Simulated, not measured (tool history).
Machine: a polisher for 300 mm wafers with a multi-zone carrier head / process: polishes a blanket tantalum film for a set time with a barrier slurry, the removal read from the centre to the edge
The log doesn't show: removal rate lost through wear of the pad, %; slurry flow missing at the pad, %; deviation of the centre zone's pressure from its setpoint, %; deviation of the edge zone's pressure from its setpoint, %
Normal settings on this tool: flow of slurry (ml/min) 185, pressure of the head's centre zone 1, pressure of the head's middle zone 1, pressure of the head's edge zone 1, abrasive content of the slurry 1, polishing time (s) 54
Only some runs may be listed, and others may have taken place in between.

run   hour  flow of slurry (ml/min)  pressure of the head's centre zone  pressure of the head's middle zone  pressure of the head's edge zone  abrasive content of the slurry  polishing time (s)  wafers since the last listed run  wafers polished on this pad  hours since the slurry nozzle was cleaned  hours since the centre zone pressure was calibrated  hours since the edge zone pressure was calibrated  hours since the carrier head's membrane was replaced  incoming thickness of the incoming film, nm  film removed at the wafer's centre (angstrom)  film removed at mid-radius (angstrom)  film removed at the wafer's edge (angstrom)
  1      0                      185                                   1                                   1                                 1                               1                  47                                 0                          179                                        0.5                                                 1042                                             1030.6                                                 115.9                                        289.5                                            940                                    889                                          876
  2   23.7                      185                                   1                                   1                                 1                               1                  47                               279                          459                                       24.2                                               1065.7                                             1054.3                                                 139.6                                        285.8                                            961                                    887                                          866
  3   38.3                      185                                1.09                                   1                                 1                               1                  63                               172                          632                                       38.8                                               1080.3                                             1068.9                                                 154.2                                        295.1                                           1380                                   1205                                         1172
  4   65.6                      235                                   1                                   1                                 1                             1.2                  54                               322                          954                                       66.1                                               1107.6                                             1096.2                                                 181.5                                        287.1                                           1214                                   1086                                         1080
  5   96.4                      185                                   1                                   1                                 1                            0.75                  54                               363                         1318                                       96.9                                               1138.4                                               1127                                                 212.3                                        293.8                                           1041                                    961                                          939
       118  -- centre zone pressure recalibrated
  6  121.9                      185                                   1                                   1                              0.92                               1                  54                               277                         1596                                      122.4                                                  3.9                                             1152.5                                                 237.8                                        290.3                                           1002                                   1006                                          991
  7  145.1                      185                                   1                                   1                                 1                               1                  54                               274                         1870                                      145.6                                                 27.1                                             1175.7                                                   261                                          288                                            982                                   1018                                         1020
  8  180.8                      130                                0.97                                1.07                                 1                               1                  62                               421                         2291                                      181.3                                                 62.8                                             1211.4                                                 296.7                                        291.3                                           1023                                   1146                                         1104
     197.3  -- worn pad replaced by a new one
     206.3  -- edge zone pressure recalibrated
  9  215.3                      185                                   1                                   1                                 1                               1                  54                               336                          189                                      215.8                                                 97.3                                                  9                                                 331.2                                        292.7                                            992                                   1000                                         1012
 10  250.2                      185                                1.09                                0.92                              1.09                               1                  54                               412                          601                                      250.7                                                132.2                                               43.9                                                 366.1                                        290.8                                           1093                                    954                                         1057
 11  279.2                      185                                   1                                0.91                                 1                               1                  54                               342                          943                                      279.7                                                161.2                                               72.9                                                 395.1                                        288.1                                           1004                                    937                                         1029
 12  302.2                      185                                   1                                   1                              1.08                             0.8                  54                               271                         1215                                      302.7                                                184.2                                               95.9                                                 418.1                                        288.3                                            956                                    973                                          988
 13  338.4                      185                                1.03                                   1                                 1                            0.75                  69                               427                         1643                                      338.9                                                220.4                                              132.1                                                 454.3                                        289.3                                           1232                                   1215                                         1216
 14  370.6                      185                                   1                                1.04                                 1                               1                  54                               380                         2023                                      371.1                                                252.6                                              164.3                                                 486.5                                        286.5                                            996                                   1032                                         1022
 15  399.1                      185                                0.92                                   1                              1.09                               1                  54                               336                         2360                                      399.6                                                281.1                                              192.8                                                   515                                        293.4                                            950                                   1016                                         1063
 16  429.3                      185                                   1                                   1                                 1                            0.85                  54                               356                         2716                                      429.8                                                311.3                                                223                                                 545.2                                        290.4                                            975                                    985                                          974
     440.6  -- worn pad replaced by a new one
 17  461.3                      165                                   1                                   1                                 1                               1                  54                               330                          245                                      461.8                                                343.3                                                255                                                 577.2                                        294.9                                            983                                    998                                         1002
 18  475.1                      185                                   1                                   1                                 1                            0.85                  37                               163                          408                                      475.6                                                357.1                                              268.8                                                   591                                        289.4                                            668                                    672                                          672
 19  504.5                      185                                   1                                   1                              1.12                             1.2                  69                               347                          755                                        505                                                386.5                                              298.2                                                 620.4                                        294.2                                           1336                                   1339                                         1394
 20  539.9                      185                                   1                                   1                              0.89                               1                  54                               418                         1173                                      540.4                                                421.9                                              333.6                                                 655.8                                        291.2                                           1036                                   1007                                          954
 21  563.2                      185                                   1                                   1                                 1                               1                  54                               275                         1448                                      563.7                                                445.2                                              356.9                                                 679.1                                        291.9                                           1009                                   1007                                         1007
 22  585.9                      185                                   1                                   1                                 1                               1                  54                               268                         1716                                      586.4                                                467.9                                              379.6                                                 701.8                                        287.3                                           1009                                   1010                                         1015
 23  621.4                      185                                 0.9                                   1                                 1                               1                  54                               419                         2136                                      621.9                                                503.4                                              415.1                                                 737.3                                        287.7                                            917                                   1017                                         1042

Run-by-run hidden state of the tool:
removal rate lost through wear of the pad, %: 0 in every run
slurry flow missing at the pad, %: 0 in every run
deviation of the edge zone's pressure from its setpoint, %: 0 in every run
H1: deviation of the centre zone's pressure from its setpoint, %
run       H1
  1     8.33
  2     8.76
  3     9.03
  4     9.55
  5     10.1
  6    -1.15
  7    -1.15
  8    -1.12
  9    -1.07
 10       -1
 11   -0.927
 12   -0.858
 13   -0.731
 14   -0.599
 15   -0.468
 16   -0.313
 17   -0.132
 18  -0.0481
 19    0.141
 20    0.389
 21    0.563
 22    0.743
 23     1.04
